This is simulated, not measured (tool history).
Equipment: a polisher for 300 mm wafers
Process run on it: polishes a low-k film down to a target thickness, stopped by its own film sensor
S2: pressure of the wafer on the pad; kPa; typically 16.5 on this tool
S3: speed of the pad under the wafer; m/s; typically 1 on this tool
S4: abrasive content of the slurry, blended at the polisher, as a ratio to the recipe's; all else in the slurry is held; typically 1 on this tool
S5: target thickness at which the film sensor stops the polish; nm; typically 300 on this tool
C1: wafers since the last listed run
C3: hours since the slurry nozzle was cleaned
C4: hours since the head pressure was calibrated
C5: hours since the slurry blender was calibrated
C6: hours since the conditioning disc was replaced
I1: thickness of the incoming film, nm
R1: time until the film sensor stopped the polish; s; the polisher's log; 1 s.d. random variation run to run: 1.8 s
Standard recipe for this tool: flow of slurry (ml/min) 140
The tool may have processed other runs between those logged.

{"run": 1, "hour": 0.0, "flow of slurry (ml/min)": 140, "S2": 16.5, "S3": 1, "S4": 1, "S5": 300, "C1": 0, "wafers polished on this pad": 393, "C3": 309.5, "C4": 695.5, "C5": 136.2, "C6": 564.4, "I1": 358.7, "R1": 132.7}
{"run": 2, "hour": 12.5, "flow of slurry (ml/min)": 140, "S2": 16.5, "S3": 1, "S4": 1, "S5": 300, "C1": 113, "wafers polished on this pad": 506, "C3": 322, "C4": 708, "C5": 148.7, "C6": 576.9, "I1": 361.6, "R1": 139.3}
{"run": 3, "hour": 23.4, "flow of slurry (ml/min)": 140, "S2": 16.5, "S3": 1, "S4": 1, "S5": 300, "C1": 98, "wafers polished on this pad": 605, "C3": 332.9, "C4": 718.9, "C5": 159.6, "C6": 587.8, "I1": 366.9, "R1": 154.4}
{"hour": 26.8, "done": "head pressure recalibrated"}
{"run": 4, "hour": 29.7, "flow of slurry (ml/min)": 140, "S2": 16.5, "S3": 1, "S4": 1, "S5": 300, "C1": 38, "wafers polished on this pad": 644, "C3": 339.2, "C4": 2.9, "C5": 165.9, "C6": 594.1, "I1": 355.8, "R1": 126.1}
{"hour": 32.0, "done": "conditioning disc replaced and pad reconditioned"}
{"run": 5, "hour": 38.8, "flow of slurry (ml/min)": 115, "S2": 16.5, "S3": 1, "S4": 1, "S5": 293, "C1": 64, "wafers polished on this pad": 708, "C3": 348.3, "C4": 12, "C5": 175, "C6": 6.8, "I1": 367.8, "R1": 149.4}
{"hour": 49.0, "done": "worn pad replaced by a new one"}
{"run": 6, "hour": 55.6, "flow of slurry (ml/min)": 115, "S2": 16.5, "S3": 1, "S4": 1, "S5": 293, "C1": 115, "wafers polished on this pad": 60, "C3": 365.1, "C4": 28.8, "C5": 191.8, "C6": 23.6, "I1": 357, "R1": 130.3}
{"run": 7, "hour": 71.7, "flow of slurry (ml/min)": 140, "S2": 16.5, "S3": 1, "S4": 1, "S5": 300, "C1": 145, "wafers polished on this pad": 205, "C3": 381.2, "C4": 44.9, "C5": 207.9, "C6": 39.7, "I1": 354.4, "R1": 104.8}
{"run": 8, "hour": 87.3, "flow of slurry (ml/min)": 140, "S2": 16.5, "S3": 1, "S4": 1, "S5": 300, "C1": 141, "wafers polished on this pad": 346, "C3": 396.8, "C4": 60.5, "C5": 223.5, "C6": 55.3, "I1": 362, "R1": 122.8}
{"run": 9, "hour": 98.7, "flow of slurry (ml/min)": 155, "S2": 13.1, "S3": 1, "S4": 1.15, "S5": 300, "C1": 103, "wafers polished on this pad": 449, "C3": 408.2, "C4": 71.9, "C5": 234.9, "C6": 66.7, "I1": 359.1, "R1": 122.3}
{"run": 10, "hour": 115.6, "flow of slurry (ml/min)": 115, "S2": 16.5, "S3": 1, "S4": 1, "S5": 293, "C1": 152, "wafers polished on this pad": 602, "C3": 425.1, "C4": 88.8, "C5": 251.8, "C6": 83.6, "I1": 356.6, "R1": 130.9}
{"run": 11, "hour": 127.6, "flow of slurry (ml/min)": 140, "S2": 11, "S3": 1.26, "S4": 1.2, "S5": 300, "C1": 108, "wafers polished on this pad": 711, "C3": 437.1, "C4": 100.8, "C5": 263.8, "C6": 95.6, "I1": 359.2, "R1": 118.1}
{"hour": 138.0, "done": "worn pad replaced by a new one"}
{"run": 12, "hour": 142.2, "flow of slurry (ml/min)": 185, "S2": 20.7, "S3": 0.8, "S4": 1, "S5": 300, "C1": 95, "wafers polished on this pad": 37, "C3": 451.7, "C4": 115.4, "C5": 278.4, "C6": 110.2, "I1": 364.6, "R1": 123.3}
{"run": 13, "hour": 148.9, "flow of slurry (ml/min)": 140, "S2": 19.3, "S3": 1, "S4": 1, "S5": 300, "C1": 60, "wafers polished on this pad": 98, "C3": 458.4, "C4": 122.1, "C5": 285.1, "C6": 116.9, "I1": 366.3, "R1": 121.7}
{"run": 14, "hour": 157.1, "flow of slurry (ml/min)": 140, "S2": 16.5, "S3": 1, "S4": 1, "S5": 300, "C1": 74, "wafers polished on this pad": 172, "C3": 466.6, "C4": 130.3, "C5": 293.3, "C6": 125.1, "I1": 359.2, "R1": 121.2}
{"hour": 163.0, "done": "slurry blender recalibrated"}
{"run": 15, "hour": 170.9, "flow of slurry (ml/min)": 140, "S2": 16.5, "S3": 1, "S4": 1, "S5": 300, "C1": 106, "wafers polished on this pad": 279, "C3": 480.4, "C4": 144.1, "C5": 7.9, "C6": 138.9, "I1": 359.8, "R1": 120.4}
{"run": 16, "hour": 184.1, "flow of slurry (ml/min)": 140, "S2": 16.5, "S3": 1, "S4": 1, "S5": 300, "C1": 119, "wafers polished on this pad": 398, "C3": 493.6, "C4": 157.3, "C5": 21.1, "C6": 152.1, "I1": 364.2, "R1": 127.8}
{"hour": 193.1, "done": "slurry nozzle cleaned"}
{"run": 17, "hour": 199.8, "flow of slurry (ml/min)": 140, "S2": 16.5, "S3": 1, "S4": 1, "S5": 300, "C1": 132, "wafers polished on this pad": 531, "C3": 6.7, "C4": 173, "C5": 36.8, "C6": 167.8, "I1": 356.7, "R1": 112.9}
{"run": 18, "hour": 207.5, "flow of slurry (ml/min)": 170, "S2": 16.5, "S3": 1.2, "S4": 0.75, "S5": 293, "C1": 69, "wafers polished on this pad": 601, "C3": 14.4, "C4": 180.7, "C5": 44.5, "C6": 175.5, "I1": 357.3, "R1": 126.3}
{"hour": 217.8, "done": "worn pad replaced by a new one"}
{"run": 19, "hour": 225.4, "flow of slurry (ml/min)": 140, "S2": 11, "S3": 1, "S4": 0.9, "S5": 300, "C1": 125, "wafers polished on this pad": 68, "C3": 32.3, "C4": 198.6, "C5": 62.4, "C6": 193.4, "I1": 361, "R1": 164.4}
{"run": 20, "hour": 233.6, "flow of slurry (ml/min)": 185, "S2": 16.5, "S3": 1.22, "S4": 1, "S5": 300, "C1": 74, "wafers polished on this pad": 142, "C3": 40.5, "C4": 206.8, "C5": 70.6, "C6": 201.6, "I1": 351.7, "R1": 87.1}
{"run": 21, "hour": 243.7, "flow of slurry (ml/min)": 140, "S2": 12.4, "S3": 1, "S4": 1.25, "S5": 309, "C1": 91, "wafers polished on this pad": 234, "C3": 50.6, "C4": 216.9, "C5": 80.7, "C6": 211.7, "I1": 359.7, "R1": 110.7}
{"run": 22, "hour": 254.3, "flow of slurry (ml/min)": 140, "S2": 16.5, "S3": 1, "S4": 1, "S5": 300, "C1": 95, "wafers polished on this pad": 330, "C3": 61.2, "C4": 227.5, "C5": 91.3, "C6": 222.3, "I1": 361.6, "R1": 123.6}
{"run": 23, "hour": 262.6, "flow of slurry (ml/min)": 140, "S2": 18.6, "S3": 0.66, "S4": 0.8, "S5": 281, "C1": 75, "wafers polished on this pad": 405, "C3": 69.5, "C4": 235.8, "C5": 99.6, "C6": 230.6, "I1": 360.4, "R1": 220.4}
{"run": 24, "hour": 270.6, "flow of slurry (ml/min)": 140, "S2": 16.5, "S3": 0.68, "S4": 0.8, "S5": 310, "C1": 72, "wafers polished on this pad": 477, "C3": 77.5, "C4": 243.8, "C5": 107.6, "C6": 238.6, "I1": 365.4, "R1": 156.3}
{"run": 25, "hour": 285.4, "flow of slurry (ml/min)": 140, "S2": 16.5, "S3": 0.7, "S4": 0.9, "S5": 300, "C1": 133, "wafers polished on this pad": 611, "C3": 92.3, "C4": 258.6, "C5": 122.4, "C6": 253.4, "I1": 364.6, "R1": 175.1}
{"hour": 302.1, "done": "worn pad replaced by a new one"}
{"run": 26, "hour": 303.3, "flow of slurry (ml/min)": 140, "S2": 16.5, "S3": 1, "S4": 1, "S5": 300, "C1": 125, "wafers polished on this pad": 10, "C3": 110.2, "C4": 276.5, "C5": 140.3, "C6": 271.3, "I1": 364.1, "R1": 133.6}

Measured minus without-hidden-state, run by run (identical run-to-run variation in each term; gauge scatter may differ):
Hidden conditions of the tool in this case: removal rate lost through wear of the pad, %; slurry flow missing at the pad, %; deviation of the head's pressure from its setpoint, %; abrasive missing from the slurry, %; time polished since the conditioner stopped cutting, s.
run=1 R1=+20.6
run=2 R1=+22
run=3 R1=+24.7
run=4 R1=+20.3
run=5 R1=+0.7
run=6 R1=+1.4
run=7 R1=+1.5
run=8 R1=+2.4
run=9 R1=+2.6
run=10 R1=+3.8
run=11 R1=+3.7
run=12 R1=+4.3
run=13 R1=+5
run=14 R1=+4.9
run=15 R1=+5.4
run=16 R1=+6.2
run=17 R1=+6
run=18 R1=+7.9
run=19 R1=+8.2
run=20 R1=+6.2
run=21 R1=+6.3
run=22 R1=+8.3
run=23 R1=+12.2
run=24 R1=+8.7
run=25 R1=+10.4
run=26 R1=+10.8
